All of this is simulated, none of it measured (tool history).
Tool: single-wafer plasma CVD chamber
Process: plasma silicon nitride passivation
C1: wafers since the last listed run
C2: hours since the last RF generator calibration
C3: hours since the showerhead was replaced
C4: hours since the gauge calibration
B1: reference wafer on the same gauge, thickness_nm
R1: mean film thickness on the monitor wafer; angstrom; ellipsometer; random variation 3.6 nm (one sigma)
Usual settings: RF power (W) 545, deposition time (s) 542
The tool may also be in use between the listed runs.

{"run": 1, "hour": 0.0, "RF power (W)": 545, "deposition time (s)": 542, "C1": 0, "C2": 227.1, "C3": 2316.6, "C4": 333.2, "B1": 747.374, "R1": 8138.72}
{"run": 2, "hour": 106.1, "RF power (W)": 545, "deposition time (s)": 542, "C1": 376, "C2": 333.2, "C3": 2422.7, "C4": 439.3, "B1": 745.856, "R1": 8130.43}
{"run": 3, "hour": 144.7, "RF power (W)": 545, "deposition time (s)": 542, "C1": 137, "C2": 371.8, "C3": 2461.3, "C4": 477.9, "B1": 747.429, "R1": 8177.15}
{"run": 4, "hour": 238.3, "RF power (W)": 545, "deposition time (s)": 542, "C1": 332, "C2": 465.4, "C3": 2554.9, "C4": 571.5, "B1": 746.955, "R1": 8106.13}
{"run": 5, "hour": 301.0, "RF power (W)": 545, "deposition time (s)": 542, "C1": 222, "C2": 528.1, "C3": 2617.6, "C4": 634.2, "B1": 746.88, "R1": 8082.07}
{"run": 6, "hour": 342.5, "RF power (W)": 545, "deposition time (s)": 542, "C1": 147, "C2": 569.6, "C3": 2659.1, "C4": 675.7, "B1": 746.936, "R1": 8137.57}
{"run": 7, "hour": 424.9, "RF power (W)": 545, "deposition time (s)": 542, "C1": 292, "C2": 652, "C3": 2741.5, "C4": 758.1, "B1": 747.471, "R1": 8171.74}
{"run": 8, "hour": 486.3, "RF power (W)": 545, "deposition time (s)": 542, "C1": 218, "C2": 713.4, "C3": 2802.9, "C4": 819.5, "B1": 745.741, "R1": 8088.3}
{"run": 9, "hour": 548.2, "RF power (W)": 545, "deposition time (s)": 542, "C1": 219, "C2": 775.3, "C3": 2864.8, "C4": 881.4, "B1": 747.486, "R1": 8095.21}
{"run": 10, "hour": 598.9, "RF power (W)": 545, "deposition time (s)": 616, "C1": 180, "C2": 826, "C3": 2915.5, "C4": 932.1, "B1": 746.859, "R1": 9146.03}
{"run": 11, "hour": 700.8, "RF power (W)": 545, "deposition time (s)": 542, "C1": 361, "C2": 927.9, "C3": 3017.4, "C4": 1034, "B1": 747.745, "R1": 8077.74}
{"hour": 788.8, "done": "RF generator calibrated"}
{"run": 12, "hour": 800.2, "RF power (W)": 545, "deposition time (s)": 542, "C1": 324, "C2": 11.4, "C3": 3116.8, "C4": 1133.4, "B1": 746.545, "R1": 8219.68}
{"run": 13, "hour": 884.0, "RF power (W)": 545, "deposition time (s)": 542, "C1": 297, "C2": 95.2, "C3": 3200.6, "C4": 1217.2, "B1": 747.046, "R1": 8262.78}
{"run": 14, "hour": 930.4, "RF power (W)": 545, "deposition time (s)": 542, "C1": 164, "C2": 141.6, "C3": 3247, "C4": 1263.6, "B1": 746.589, "R1": 8163.71}
{"run": 15, "hour": 1001.2, "RF power (W)": 545, "deposition time (s)": 542, "C1": 251, "C2": 212.4, "C3": 3317.8, "C4": 1334.4, "B1": 746.366, "R1": 8191.47}
{"run": 16, "hour": 1095.6, "RF power (W)": 545, "deposition time (s)": 542, "C1": 335, "C2": 306.8, "C3": 3412.2, "C4": 1428.8, "B1": 746.345, "R1": 8168.03}
{"run": 17, "hour": 1146.3, "RF power (W)": 580, "deposition time (s)": 595, "C1": 180, "C2": 357.5, "C3": 3462.9, "C4": 1479.5, "B1": 747.628, "R1": 8986.53}
{"run": 18, "hour": 1239.9, "RF power (W)": 545, "deposition time (s)": 542, "C1": 332, "C2": 451.1, "C3": 3556.5, "C4": 1573.1, "B1": 746.567, "R1": 8123.74}
{"run": 19, "hour": 1328.6, "RF power (W)": 590, "deposition time (s)": 542, "C1": 315, "C2": 539.8, "C3": 3645.2, "C4": 1661.8, "B1": 747.327, "R1": 8209.92}
{"hour": 1367.1, "done": "showerhead replaced"}
{"run": 20, "hour": 1427.9, "RF power (W)": 595, "deposition time (s)": 542, "C1": 324, "C2": 639.1, "C3": 60.8, "C4": 1761.1, "B1": 747.088, "R1": 8270.2}
{"hour": 1530.9, "done": "gauge calibrated"}
{"run": 21, "hour": 1533.8, "RF power (W)": 545, "deposition time (s)": 473, "C1": 376, "C2": 745, "C3": 166.7, "C4": 2.9, "B1": 747.01, "R1": 6985.61}
{"run": 22, "hour": 1593.5, "RF power (W)": 610, "deposition time (s)": 542, "C1": 212, "C2": 804.7, "C3": 226.4, "C4": 62.6, "B1": 746.164, "R1": 8315.53}
{"run": 23, "hour": 1644.3, "RF power (W)": 445, "deposition time (s)": 542, "C1": 180, "C2": 855.5, "C3": 277.2, "C4": 113.4, "B1": 746.495, "R1": 7669.84}
{"hour": 1668.9, "done": "RF generator calibrated"}
{"run": 24, "hour": 1739.8, "RF power (W)": 650, "deposition time (s)": 434, "C1": 310, "C2": 70.9, "C3": 372.7, "C4": 208.9, "B1": 746.828, "R1": 6881.66}
{"run": 25, "hour": 1821.7, "RF power (W)": 590, "deposition time (s)": 450, "C1": 290, "C2": 152.8, "C3": 454.6, "C4": 290.8, "B1": 747.232, "R1": 6954.38}
{"run": 26, "hour": 1882.4, "RF power (W)": 545, "deposition time (s)": 542, "C1": 215, "C2": 213.5, "C3": 515.3, "C4": 351.5, "B1": 746.966, "R1": 8203.5}
{"run": 27, "hour": 1948.8, "RF power (W)": 610, "deposition time (s)": 511, "C1": 235, "C2": 279.9, "C3": 581.7, "C4": 417.9, "B1": 746.676, "R1": 7958.89}
{"run": 28, "hour": 1993.6, "RF power (W)": 650, "deposition time (s)": 434, "C1": 159, "C2": 324.7, "C3": 626.5, "C4": 462.7, "B1": 746.466, "R1": 6796.16}
{"run": 29, "hour": 2080.4, "RF power (W)": 545, "deposition time (s)": 542, "C1": 308, "C2": 411.5, "C3": 713.3, "C4": 549.5, "B1": 746.356, "R1": 8165.38}
{"run": 30, "hour": 2158.9, "RF power (W)": 485, "deposition time (s)": 596, "C1": 278, "C2": 490, "C3": 791.8, "C4": 628, "B1": 747.979, "R1": 8629.75}

5 ways to go on from here, each from the tool as it stands after run 30. What would each give?
{"run": "A", "hour": 2159.5, "RF power (W)": 545, "deposition time (s)": 490, "C1": 2, "C2": 490.6, "C3": 792.4, "C4": 628.6, "B1": "?", "R1": "?"}
{"run": "B", "hour": 2159.5, "RF power (W)": 640, "deposition time (s)": 591, "C1": 2, "C2": 490.6, "C3": 792.4, "C4": 628.6, "B1": "?", "R1": "?"}
{"run": "C", "hour": 2159.5, "RF power (W)": 510, "deposition time (s)": 503, "C1": 2, "C2": 490.6, "C3": 792.4, "C4": 628.6, "B1": "?", "R1": "?"}
{"run": "D", "hour": 2159.5, "RF power (W)": 445, "deposition time (s)": 641, "C1": 2, "C2": 490.6, "C3": 792.4, "C4": 628.6, "B1": "?", "R1": "?"}
{"run": "E", "hour": 2159.5, "RF power (W)": 475, "deposition time (s)": 542, "C1": 2, "C2": 490.6, "C3": 792.4, "C4": 628.6, "B1": "?", "R1": "?"}

run=A B1=745.741 R1=7363.73
run=B B1=745.741 R1=9270.55
run=C B1=745.741 R1=7428.14
run=D B1=745.741 R1=9136.55
run=E B1=745.741 R1=7856.91
Without the tool's hidden state the same runs would have given:
run=A R1=7510.68
run=B R1=9455.56
run=C R1=7576.38
run=D R1=9318.88
run=E R1=8013.71

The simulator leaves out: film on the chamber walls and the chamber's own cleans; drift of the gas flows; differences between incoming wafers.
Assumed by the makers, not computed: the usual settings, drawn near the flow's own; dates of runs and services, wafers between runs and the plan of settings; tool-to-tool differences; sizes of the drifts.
